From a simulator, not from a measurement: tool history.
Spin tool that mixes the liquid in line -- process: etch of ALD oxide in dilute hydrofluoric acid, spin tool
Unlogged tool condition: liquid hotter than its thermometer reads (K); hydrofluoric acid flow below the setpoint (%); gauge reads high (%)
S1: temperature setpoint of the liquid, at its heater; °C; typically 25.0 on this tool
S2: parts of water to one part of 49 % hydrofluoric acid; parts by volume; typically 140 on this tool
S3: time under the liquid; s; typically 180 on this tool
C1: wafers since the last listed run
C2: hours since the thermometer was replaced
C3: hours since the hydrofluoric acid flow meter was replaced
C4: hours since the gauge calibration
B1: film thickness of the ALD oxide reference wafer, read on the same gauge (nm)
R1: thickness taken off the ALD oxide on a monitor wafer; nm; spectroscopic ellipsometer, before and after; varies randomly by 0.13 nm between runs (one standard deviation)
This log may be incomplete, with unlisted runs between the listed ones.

run    hour    S1   S2   S3    C1      C2      C3      C4     B1     R1
  1     0.0  25.0  140  115     0   501.7   457.3   488.3  69.98  14.53
  2    74.0  25.0  140  115   332   575.7   531.3   562.3  70.03  14.47
  3   172.8  25.0  140  180   444   674.5   630.1   661.1  70.04  22.84
  4   276.3  25.0   85  180   465   778.0   733.6   764.6  70.01  40.36
  5   350.0  25.0   85  180   331   851.7   807.3   838.3  70.03  40.63
  6   402.1  25.0   85  180   234   903.8   859.4   890.4  70.00  40.58
  7   450.8  25.0  140  180   218   952.5   908.1   939.1  69.95  23.09
      695.5  -- thermometer replaced
  8   721.6  25.0  140  180  1212    26.1  1178.9  1209.9  70.03  22.47
  9   787.2  25.0  140  180   294    91.7  1244.5  1275.5  69.97  22.29
 10   823.5  25.0  140  180   163   128.0  1280.8  1311.8  70.02  22.40
 11   901.0  29.0  140  180   348   205.5  1358.3  1389.3  70.00  25.96
 12   962.2  29.0  140  180   275   266.7  1419.5  1450.5  70.00  26.26
 13  1048.6  25.0  140  180   388   353.1  1505.9  1536.9  69.97  22.66
 14  1117.6  22.0  175  260   310   422.1  1574.9  1605.9  69.97  22.80
 15  1215.8  23.5  190  180   441   520.3  1673.1  1704.1  69.98  14.95
     1311.2  -- gauge calibrated
     1312.0  -- hydrofluoric acid flow meter replaced
 16  1316.1  25.0  140  180   446   620.6     4.1     4.9  69.96  22.95
 17  1387.2  23.5  200   90   319   691.7    75.2    76.0  70.04   7.10
 18  1430.6  29.0  205  230   195   735.1   118.6   119.4  70.03  21.32
 19  1502.0  22.5   85  255   320   806.5   190.0   190.8  69.99  52.72
 20  1580.2  25.0  140  180   351   884.7   268.2   269.0  69.98  23.22
 21  1651.0  22.0  140  180   318   955.5   339.0   339.8  69.95  20.57
 22  1717.8  21.5  140  225   300  1022.3   405.8   406.6  69.98  25.18
 23  1757.7  22.5  140  180   179  1062.2   445.7   446.5  69.99  21.23
     1798.0  -- thermometer replaced
 24  1853.0  25.0  200  180   423    55.0   541.0   541.8  69.98  14.81
 25  1913.1  27.0  195  130   270   115.1   601.1   601.9  70.00  11.69
 26  1951.7  25.0  175  180   173   153.7   639.7   640.5  70.01  17.30
 27  1988.0  25.0  140  180   163   190.0   676.0   676.8  69.98  22.58

Forecast each of these 3 alternatives for the next run:
  A  1988.5  27.5  140  180   2  190.5  676.5  677.3   ?   ?
  B  1988.5  21.5   95   95   2  190.5  676.5  677.3   ?   ?
  C  1988.5  28.0  100  250   2  190.5  676.5  677.3   ?   ?

run     B1     R1
  A  70.03  24.74
  B  70.03  16.11
  C  70.03  51.67
With no hidden state in the tool, these same runs would have given:
run     R1
  A  24.41
  B  15.87
  C  50.94
